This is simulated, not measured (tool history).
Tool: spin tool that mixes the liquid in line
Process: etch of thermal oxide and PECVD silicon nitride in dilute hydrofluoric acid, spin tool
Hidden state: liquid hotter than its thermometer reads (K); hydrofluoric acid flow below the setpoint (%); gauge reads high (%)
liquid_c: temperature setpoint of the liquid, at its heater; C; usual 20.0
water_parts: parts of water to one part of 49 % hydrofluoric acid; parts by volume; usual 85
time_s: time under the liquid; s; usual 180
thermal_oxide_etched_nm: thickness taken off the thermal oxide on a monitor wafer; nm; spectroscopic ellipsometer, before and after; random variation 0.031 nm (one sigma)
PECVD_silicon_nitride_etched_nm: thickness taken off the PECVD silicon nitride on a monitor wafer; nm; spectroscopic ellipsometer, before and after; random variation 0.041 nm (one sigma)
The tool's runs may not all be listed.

| run | hour | liquid_c | water_parts | time_s | wafers since the last listed run | hours since the thermometer was replaced | hours since the hydrofluoric acid flow meter was replaced | hours since the gauge calibration | read-back film thickness of the thermal oxide reference wafer, read on the same gauge (nm) | read-back film thickness of the PECVD silicon nitride reference wafer, read on the same gauge (nm) | thermal_oxide_etched_nm | PECVD_silicon_nitride_etched_nm |
|---|---|---|---|---|---|---|---|---|---|---|---|---|
| 1 | 0.0 | 22.5 | 85 | 255 | 0 | 2466.0 | 987.4 | 96.5 | 79.98 | 40.046 | 14.02 | 7.394 |
| 2 | 15.3 | 22.5 | 85 | 255 | 69 | 2481.3 | 1002.7 | 111.8 | 80.02 | 39.982 | 14.02 | 7.410 |
| 3 | 35.4 | 22.5 | 85 | 255 | 91 | 2501.4 | 1022.8 | 131.9 | 79.99 | 39.970 | 14.03 | 7.301 |
| 4 | 50.8 | 20.0 | 85 | 180 | 69 | 2516.8 | 1038.2 | 147.3 | 80.01 | 40.003 | 8.97 | 4.414 |
| 5 | 63.6 | 20.0 | 85 | 180 | 58 | 2529.6 | 1051.0 | 160.1 | 80.00 | 40.023 | 8.98 | 4.387 |
| 6 | 91.8 | 20.0 | 100 | 180 | 127 | 2557.8 | 1079.2 | 188.3 | 79.99 | 39.984 | 7.46 | 3.757 |
|  | 109.4 | gauge calibrated |
| 7 | 118.4 | 20.0 | 85 | 180 | 120 | 2584.4 | 1105.8 | 9.0 | 80.01 | 39.992 | 8.91 | 4.370 |
| 8 | 149.3 | 17.0 | 85 | 180 | 140 | 2615.3 | 1136.7 | 39.9 | 79.99 | 40.001 | 7.87 | 3.581 |
| 9 | 165.5 | 17.0 | 85 | 140 | 73 | 2631.5 | 1152.9 | 56.1 | 80.00 | 39.976 | 6.11 | 2.820 |
|  | 175.5 | thermometer replaced |
| 10 | 182.3 | 22.5 | 85 | 180 | 71 | 6.8 | 1169.7 | 72.9 | 80.00 | 39.989 | 9.92 | 5.188 |
|  | 192.1 | hydrofluoric acid flow meter replaced |
| 11 | 196.4 | 20.0 | 85 | 180 | 59 | 20.9 | 4.3 | 87.0 | 79.98 | 39.975 | 8.94 | 4.432 |
| 12 | 211.8 | 25.0 | 110 | 225 | 69 | 36.3 | 19.7 | 102.4 | 79.99 | 40.024 | 10.25 | 5.896 |
| 13 | 228.8 | 20.0 | 85 | 180 | 77 | 53.3 | 36.7 | 119.4 | 80.02 | 40.014 | 8.89 | 4.382 |
| 14 | 245.3 | 18.5 | 45 | 140 | 74 | 69.8 | 53.2 | 135.9 | 79.99 | 40.023 | 12.90 | 5.775 |
| 15 | 273.3 | 20.0 | 95 | 245 | 126 | 97.8 | 81.2 | 163.9 | 80.00 | 39.973 | 10.81 | 5.432 |

Forecast each of these 5 alternatives for the next run:
| A | 273.8 | 20.0 | 85 | 95 | 2 | 98.3 | 81.7 | 164.4 | ? | ? | ? | ? |
| B | 273.8 | 17.0 | 85 | 220 | 2 | 98.3 | 81.7 | 164.4 | ? | ? | ? | ? |
| C | 273.8 | 23.0 | 110 | 80 | 2 | 98.3 | 81.7 | 164.4 | ? | ? | ? | ? |
| D | 273.8 | 21.5 | 85 | 180 | 2 | 98.3 | 81.7 | 164.4 | ? | ? | ? | ? |
| E | 273.8 | 20.0 | 65 | 240 | 2 | 98.3 | 81.7 | 164.4 | ? | ? | ? | ? |

| run | read-back film thickness of the thermal oxide reference wafer, read on the same gauge (nm) | read-back film thickness of the PECVD silicon nitride reference wafer, read on the same gauge (nm) | thermal_oxide_etched_nm | PECVD_silicon_nitride_etched_nm |
|---|---|---|---|---|
| A | 80.00 | 40.035 | 4.72 | 2.335 |
| B | 80.00 | 40.035 | 9.64 | 4.392 |
| C | 80.00 | 40.035 | 3.37 | 1.869 |
| D | 80.00 | 40.035 | 9.52 | 4.899 |
| E | 80.00 | 40.035 | 15.96 | 7.663 |
Without the tool's hidden state the same runs would have given:
| run | thermal_oxide_etched_nm | PECVD_silicon_nitride_etched_nm |
|---|---|---|
| A | 4.72 | 2.335 |
| B | 9.64 | 4.392 |
| C | 3.37 | 1.869 |
| D | 9.52 | 4.899 |
| E | 15.96 | 7.663 |
